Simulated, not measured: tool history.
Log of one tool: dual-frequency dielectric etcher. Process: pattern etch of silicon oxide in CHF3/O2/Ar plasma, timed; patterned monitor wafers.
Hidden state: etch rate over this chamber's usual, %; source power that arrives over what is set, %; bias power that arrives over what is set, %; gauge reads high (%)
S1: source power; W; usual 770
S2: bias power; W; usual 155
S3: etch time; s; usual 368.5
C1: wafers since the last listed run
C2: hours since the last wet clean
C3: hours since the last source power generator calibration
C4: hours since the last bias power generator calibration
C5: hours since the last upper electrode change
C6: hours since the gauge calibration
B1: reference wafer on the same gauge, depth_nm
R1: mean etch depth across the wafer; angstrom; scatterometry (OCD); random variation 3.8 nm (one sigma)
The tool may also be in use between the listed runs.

run,day,S1,S2,S3,C1,C2,C3,C4,C5,C6,B1,R1
1,0,770,155,368.5,0,381.6,1717.4,20.5,1620.6,951.6,619.8,7341
2,2.358,710,155,318,251,438.2,1774,77.1,1677.2,1008.2,620.2,6128
3,6.333,770,155,368.5,424,533.6,1869.4,172.5,1772.6,1103.6,622.2,7265
4,9.033,770,155,368.5,288,598.4,1934.2,237.3,1837.4,1168.4,619.8,7212
# day 11.312: wet clean of the chamber
5,13.05,770,155,368.5,322,41.7,2030.6,333.7,1933.8,1264.8,620.8,7422
6,18.729,640,155,368.5,606,178,2166.9,470,2070.1,1401.1,620.8,7016
7,21.558,770,155,368.5,302,245.9,2234.8,537.9,2138,1469,619.9,7458
8,23.433,770,155,368.5,200,290.9,2279.8,582.9,2183,1514,619.6,7409
9,27.538,770,155,368.5,438,389.4,2378.3,681.4,2281.5,1612.5,619.2,7388
10,30.225,770,155,368.5,287,453.9,2442.8,745.9,2346,1677,619.8,7298
11,34.488,810,155,368.5,455,556.2,2545.1,848.2,2448.3,1779.3,621.3,7387
# day 36.392: wet clean of the chamber
12,37.783,770,155,368.5,245,33.4,2624.2,927.3,2527.4,1858.4,619.4,7460
13,40.708,770,155,368.5,312,103.6,2694.4,997.5,2597.6,1928.6,619.3,7428
14,44.829,770,155,312.5,440,202.5,2793.3,1096.4,2696.5,2027.5,619.3,6231

Forecast run 15:
15,47.85,700,144,368.5,322,275,2865.8,1168.9,2769,2100,?,?

{"run 15": {"B1": 620.5, "R1": 6986}}
Without the tool's hidden state the same run would have given R1 7135 angstrom.

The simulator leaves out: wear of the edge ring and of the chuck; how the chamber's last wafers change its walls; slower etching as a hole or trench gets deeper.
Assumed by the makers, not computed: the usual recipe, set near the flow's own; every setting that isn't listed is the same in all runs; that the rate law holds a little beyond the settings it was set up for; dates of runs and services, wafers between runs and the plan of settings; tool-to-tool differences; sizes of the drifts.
